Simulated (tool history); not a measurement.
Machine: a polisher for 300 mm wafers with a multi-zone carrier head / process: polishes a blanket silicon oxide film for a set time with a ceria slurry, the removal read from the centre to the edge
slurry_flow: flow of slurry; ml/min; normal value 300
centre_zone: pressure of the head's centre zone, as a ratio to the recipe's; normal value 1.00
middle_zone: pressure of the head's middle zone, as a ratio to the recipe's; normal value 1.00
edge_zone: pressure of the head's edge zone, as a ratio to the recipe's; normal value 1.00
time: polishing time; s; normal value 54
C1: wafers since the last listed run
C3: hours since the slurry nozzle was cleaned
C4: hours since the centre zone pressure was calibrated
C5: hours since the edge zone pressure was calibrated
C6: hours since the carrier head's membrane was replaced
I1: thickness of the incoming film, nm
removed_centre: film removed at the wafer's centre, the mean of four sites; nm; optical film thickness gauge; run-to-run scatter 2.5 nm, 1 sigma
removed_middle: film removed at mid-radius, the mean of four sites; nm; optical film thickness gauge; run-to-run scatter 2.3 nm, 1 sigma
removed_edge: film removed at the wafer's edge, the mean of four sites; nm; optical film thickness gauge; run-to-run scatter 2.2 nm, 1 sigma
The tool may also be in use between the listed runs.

{"run": 1, "hour": 0.0, "slurry_flow": 300, "centre_zone": 1.0, "middle_zone": 1.0, "edge_zone": 1.0, "time": 54, "C1": 0, "wafers polished on this pad": 385, "C3": 620.1, "C4": 94.7, "C5": 17.5, "C6": 13.1, "I1": 818.7, "removed_centre": 270.4, "removed_middle": 270.8, "removed_edge": 272.2}
{"run": 2, "hour": 36.3, "slurry_flow": 300, "centre_zone": 1.0, "middle_zone": 1.0, "edge_zone": 1.0, "time": 68, "C1": 291, "wafers polished on this pad": 677, "C3": 656.4, "C4": 131.0, "C5": 53.8, "C6": 49.4, "I1": 826.2, "removed_centre": 329.5, "removed_middle": 334.7, "removed_edge": 346.0}
{"run": 3, "hour": 47.7, "slurry_flow": 300, "centre_zone": 1.0, "middle_zone": 0.91, "edge_zone": 0.96, "time": 35, "C1": 91, "wafers polished on this pad": 768, "C3": 667.8, "C4": 142.4, "C5": 65.2, "C6": 60.8, "I1": 823.3, "removed_centre": 173.7, "removed_middle": 160.1, "removed_edge": 173.6}
{"hour": 57.1, "done": "slurry nozzle cleaned"}
{"hour": 57.8, "done": "worn pad replaced by a new one"}
{"run": 4, "hour": 58.3, "slurry_flow": 390, "centre_zone": 1.09, "middle_zone": 0.88, "edge_zone": 1.0, "time": 54, "C1": 71, "wafers polished on this pad": 4, "C3": 1.2, "C4": 153.0, "C5": 75.8, "C6": 71.4, "I1": 804.6, "removed_centre": 284.2, "removed_middle": 232.7, "removed_edge": 271.0}
{"run": 5, "hour": 69.4, "slurry_flow": 275, "centre_zone": 1.07, "middle_zone": 1.07, "edge_zone": 1.05, "time": 54, "C1": 89, "wafers polished on this pad": 93, "C3": 12.3, "C4": 164.1, "C5": 86.9, "C6": 82.5, "I1": 822.5, "removed_centre": 257.8, "removed_middle": 254.6, "removed_edge": 261.4}
{"run": 6, "hour": 83.3, "slurry_flow": 300, "centre_zone": 1.0, "middle_zone": 1.03, "edge_zone": 1.06, "time": 44, "C1": 111, "wafers polished on this pad": 204, "C3": 26.2, "C4": 178.0, "C5": 100.8, "C6": 96.4, "I1": 810.9, "removed_centre": 201.7, "removed_middle": 207.2, "removed_edge": 218.9}
{"run": 7, "hour": 99.8, "slurry_flow": 360, "centre_zone": 0.91, "middle_zone": 0.95, "edge_zone": 1.0, "time": 37, "C1": 132, "wafers polished on this pad": 337, "C3": 42.7, "C4": 194.5, "C5": 117.3, "C6": 112.9, "I1": 821.4, "removed_centre": 163.7, "removed_middle": 169.8, "removed_edge": 183.5}
{"run": 8, "hour": 109.4, "slurry_flow": 300, "centre_zone": 1.0, "middle_zone": 1.03, "edge_zone": 1.06, "time": 44, "C1": 77, "wafers polished on this pad": 414, "C3": 52.3, "C4": 204.1, "C5": 126.9, "C6": 122.5, "I1": 824.4, "removed_centre": 202.6, "removed_middle": 208.2, "removed_edge": 218.8}
{"run": 9, "hour": 125.3, "slurry_flow": 300, "centre_zone": 0.93, "middle_zone": 1.06, "edge_zone": 1.0, "time": 64, "C1": 127, "wafers polished on this pad": 541, "C3": 68.2, "C4": 220.0, "C5": 142.8, "C6": 138.4, "I1": 813.3, "removed_centre": 275.1, "removed_middle": 309.3, "removed_edge": 312.9}
{"run": 10, "hour": 136.4, "slurry_flow": 300, "centre_zone": 1.0, "middle_zone": 1.07, "edge_zone": 0.91, "time": 54, "C1": 89, "wafers polished on this pad": 630, "C3": 79.3, "C4": 231.1, "C5": 153.9, "C6": 149.5, "I1": 834.3, "removed_centre": 248.1, "removed_middle": 265.4, "removed_edge": 249.6}
{"run": 11, "hour": 143.8, "slurry_flow": 300, "centre_zone": 1.0, "middle_zone": 1.05, "edge_zone": 1.11, "time": 48, "C1": 59, "wafers polished on this pad": 690, "C3": 86.7, "C4": 238.5, "C5": 161.3, "C6": 156.9, "I1": 817.8, "removed_centre": 218.3, "removed_middle": 228.6, "removed_edge": 241.9}
{"run": 12, "hour": 150.8, "slurry_flow": 330, "centre_zone": 1.0, "middle_zone": 1.04, "edge_zone": 1.0, "time": 54, "C1": 56, "wafers polished on this pad": 746, "C3": 93.7, "C4": 245.5, "C5": 168.3, "C6": 163.9, "I1": 819.9, "removed_centre": 252.2, "removed_middle": 262.8, "removed_edge": 263.6}
{"run": 13, "hour": 167.2, "slurry_flow": 220, "centre_zone": 1.0, "middle_zone": 1.0, "edge_zone": 1.0, "time": 37, "C1": 131, "wafers polished on this pad": 877, "C3": 110.1, "C4": 261.9, "C5": 184.7, "C6": 180.3, "I1": 836.9, "removed_centre": 154.0, "removed_middle": 158.0, "removed_edge": 168.6}
{"hour": 168.7, "done": "slurry nozzle cleaned, repeated, since the last time left the tool worse"}
{"run": 14, "hour": 175.2, "slurry_flow": 260, "centre_zone": 1.0, "middle_zone": 0.91, "edge_zone": 1.0, "time": 54, "C1": 56, "wafers polished on this pad": 934, "C3": 6.5, "C4": 269.9, "C5": 192.7, "C6": 188.3, "I1": 822.9, "removed_centre": 272.5, "removed_middle": 251.5, "removed_edge": 281.1}
{"hour": 186.7, "done": "worn pad replaced by a new one"}
{"run": 15, "hour": 187.2, "slurry_flow": 370, "centre_zone": 1.0, "middle_zone": 1.0, "edge_zone": 1.0, "time": 72, "C1": 64, "wafers polished on this pad": 4, "C3": 18.5, "C4": 281.9, "C5": 204.7, "C6": 200.3, "I1": 818.0, "removed_centre": 382.9, "removed_middle": 378.0, "removed_edge": 381.1}
{"run": 16, "hour": 199.6, "slurry_flow": 300, "centre_zone": 1.05, "middle_zone": 1.0, "edge_zone": 1.0, "time": 45, "C1": 99, "wafers polished on this pad": 103, "C3": 30.9, "C4": 294.3, "C5": 217.1, "C6": 212.7, "I1": 816.5, "removed_centre": 238.1, "removed_middle": 230.3, "removed_edge": 234.5}
{"run": 17, "hour": 212.7, "slurry_flow": 300, "centre_zone": 1.0, "middle_zone": 1.06, "edge_zone": 1.06, "time": 54, "C1": 105, "wafers polished on this pad": 208, "C3": 44.0, "C4": 307.4, "C5": 230.2, "C6": 225.8, "I1": 829.3, "removed_centre": 275.5, "removed_middle": 289.6, "removed_edge": 288.2}
{"run": 18, "hour": 222.9, "slurry_flow": 300, "centre_zone": 0.91, "middle_zone": 0.93, "edge_zone": 1.05, "time": 35, "C1": 81, "wafers polished on this pad": 290, "C3": 54.2, "C4": 317.6, "C5": 240.4, "C6": 236.0, "I1": 813.9, "removed_centre": 167.5, "removed_middle": 166.5, "removed_edge": 187.0}
{"run": 19, "hour": 238.0, "slurry_flow": 300, "centre_zone": 1.0, "middle_zone": 1.0, "edge_zone": 1.0, "time": 54, "C1": 121, "wafers polished on this pad": 411, "C3": 69.3, "C4": 332.7, "C5": 255.5, "C6": 251.1, "I1": 824.2, "removed_centre": 274.1, "removed_middle": 274.4, "removed_edge": 278.0}
{"run": 20, "hour": 255.8, "slurry_flow": 300, "centre_zone": 1.0, "middle_zone": 1.0, "edge_zone": 1.0, "time": 54, "C1": 142, "wafers polished on this pad": 554, "C3": 87.1, "C4": 350.5, "C5": 273.3, "C6": 268.9, "I1": 810.2, "removed_centre": 280.2, "removed_middle": 276.6, "removed_edge": 284.3}
{"run": 21, "hour": 262.7, "slurry_flow": 300, "centre_zone": 1.0, "middle_zone": 0.94, "edge_zone": 1.07, "time": 54, "C1": 55, "wafers polished on this pad": 610, "C3": 94.0, "C4": 357.4, "C5": 280.2, "C6": 275.8, "I1": 813.4, "removed_centre": 276.8, "removed_middle": 263.6, "removed_edge": 288.1}

Below are 5 alternative next runs, each starting from the tool's condition after run 21. Predict each:
{"run": "A", "hour": 263.1, "slurry_flow": 300, "centre_zone": 1.0, "middle_zone": 1.0, "edge_zone": 1.0, "time": 54, "C1": 3, "wafers polished on this pad": 613, "C3": 94.4, "C4": 357.8, "C5": 280.6, "C6": 276.2, "I1": 816.1, "removed_centre": "?", "removed_middle": "?", "removed_edge": "?"}
{"run": "B", "hour": 263.1, "slurry_flow": 225, "centre_zone": 1.04, "middle_zone": 1.0, "edge_zone": 1.04, "time": 46, "C1": 3, "wafers polished on this pad": 613, "C3": 94.4, "C4": 357.8, "C5": 280.6, "C6": 276.2, "I1": 816.1, "removed_centre": "?", "removed_middle": "?", "removed_edge": "?"}
{"run": "C", "hour": 263.1, "slurry_flow": 260, "centre_zone": 0.95, "middle_zone": 1.0, "edge_zone": 1.08, "time": 54, "C1": 3, "wafers polished on this pad": 613, "C3": 94.4, "C4": 357.8, "C5": 280.6, "C6": 276.2, "I1": 816.1, "removed_centre": "?", "removed_middle": "?", "removed_edge": "?"}
{"run": "D", "hour": 263.1, "slurry_flow": 300, "centre_zone": 1.03, "middle_zone": 0.95, "edge_zone": 1.04, "time": 54, "C1": 3, "wafers polished on this pad": 613, "C3": 94.4, "C4": 357.8, "C5": 280.6, "C6": 276.2, "I1": 816.1, "removed_centre": "?", "removed_middle": "?", "removed_edge": "?"}
{"run": "E", "hour": 263.1, "slurry_flow": 230, "centre_zone": 1.0, "middle_zone": 1.07, "edge_zone": 1.0, "time": 54, "C1": 3, "wafers polished on this pad": 613, "C3": 94.4, "C4": 357.8, "C5": 280.6, "C6": 276.2, "I1": 816.1, "removed_centre": "?", "removed_middle": "?", "removed_edge": "?"}

run=A removed_centre=278.1 removed_middle=273.2 removed_edge=282.2
run=B removed_centre=235.8 removed_middle=225.0 removed_edge=238.9
run=C removed_centre=261.9 removed_middle=269.0 removed_edge=289.7
run=D removed_centre=284.9 removed_middle=261.6 removed_edge=287.9
run=E removed_centre=268.9 removed_middle=280.6 removed_edge=275.5
The same runs, with their run-to-run variation unchanged, on a tool lacking any hidden condition would have given:
run=A removed_centre=278.3 removed_middle=273.4 removed_edge=282.4
run=B removed_centre=236.1 removed_middle=225.2 removed_edge=239.1
run=C removed_centre=262.2 removed_middle=269.3 removed_edge=289.9
run=D removed_centre=285.2 removed_middle=261.8 removed_edge=288.0
run=E removed_centre=269.2 removed_middle=280.9 removed_edge=275.7

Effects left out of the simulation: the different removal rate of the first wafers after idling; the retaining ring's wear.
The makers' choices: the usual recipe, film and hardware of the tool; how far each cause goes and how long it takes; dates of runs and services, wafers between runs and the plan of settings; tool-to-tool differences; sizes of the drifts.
